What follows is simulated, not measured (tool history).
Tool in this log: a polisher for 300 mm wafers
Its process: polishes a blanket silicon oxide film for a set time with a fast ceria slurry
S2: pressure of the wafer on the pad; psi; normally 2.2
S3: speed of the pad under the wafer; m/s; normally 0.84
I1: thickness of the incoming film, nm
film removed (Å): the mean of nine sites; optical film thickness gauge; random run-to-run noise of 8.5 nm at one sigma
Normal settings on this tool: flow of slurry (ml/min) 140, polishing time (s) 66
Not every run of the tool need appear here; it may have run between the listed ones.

Run 1, hour 0: usual settings but S3 0.68 m/s; I1 2322.5. Result: film removed (Å) 4778.
At hour 24.8: slurry nozzle cleaned.
Run 2, hour 32.5: usual settings but S3 0.68 m/s; I1 2324.9. Result: film removed (Å) 5626.
Run 3, hour 55.5: usual settings but S3 0.68 m/s; I1 2318.7. Result: film removed (Å) 5580.
Run 4, hour 85.6: usual settings but S2 1.9 psi; I1 2385.9. Result: film removed (Å) 5525.
Run 5, hour 97.6: usual settings but S2 1.9 psi; I1 2319.2. Result: film removed (Å) 5533.
Run 6, hour 130.3: usual settings but S2 1.9 psi; I1 2322.1. Result: film removed (Å) 5502.
At hour 138.8: worn pad replaced by a new one.
Run 7, hour 164.7: usual settings but flow of slurry (ml/min) 155; I1 2295.9. Result: film removed (Å) 6138.
Run 8, hour 196.3: usual settings but flow of slurry (ml/min) 155; I1 2376.2. Result: film removed (Å) 6283.
Run 9, hour 219.5: usual settings but flow of slurry (ml/min) 155; I1 2344.9. Result: film removed (Å) 6176.
Run 10, hour 252.7: usual settings but flow of slurry (ml/min) 160, S3 1.08 m/s; I1 2329.7. Result: film removed (Å) 7507.
At hour 283.2: worn pad replaced by a new one.
Run 11, hour 283.7: usual settings but flow of slurry (ml/min) 160, S3 1.08 m/s; I1 2343.4. Result: film removed (Å) 7200.
Run 12, hour 307.9: usual settings but flow of slurry (ml/min) 160, S3 1.08 m/s; I1 2326.8. Result: film removed (Å) 7291.
At hour 330.3: slurry nozzle cleaned.
Run 13, hour 341: usual settings; I1 2358.4. Result: film removed (Å) 6778.
Run 14, hour 364.1: usual settings but S2 1.9 psi, polishing time (s) 46; I1 2370.3. Result: film removed (Å) 3928.
Run 15, hour 392: usual settings but flow of slurry (ml/min) 125; I1 2340.9. Result: film removed (Å) 6198.

Estimate the outcome of run 16 from the log above:
Run 16, hour 422.5: usual settings but polishing time (s) 47; I1 2310.2. Result: film removed (Å) ?.

film removed (Å): 4443
With no hidden state in the tool, this same run would have given film removed (Å) 4769.

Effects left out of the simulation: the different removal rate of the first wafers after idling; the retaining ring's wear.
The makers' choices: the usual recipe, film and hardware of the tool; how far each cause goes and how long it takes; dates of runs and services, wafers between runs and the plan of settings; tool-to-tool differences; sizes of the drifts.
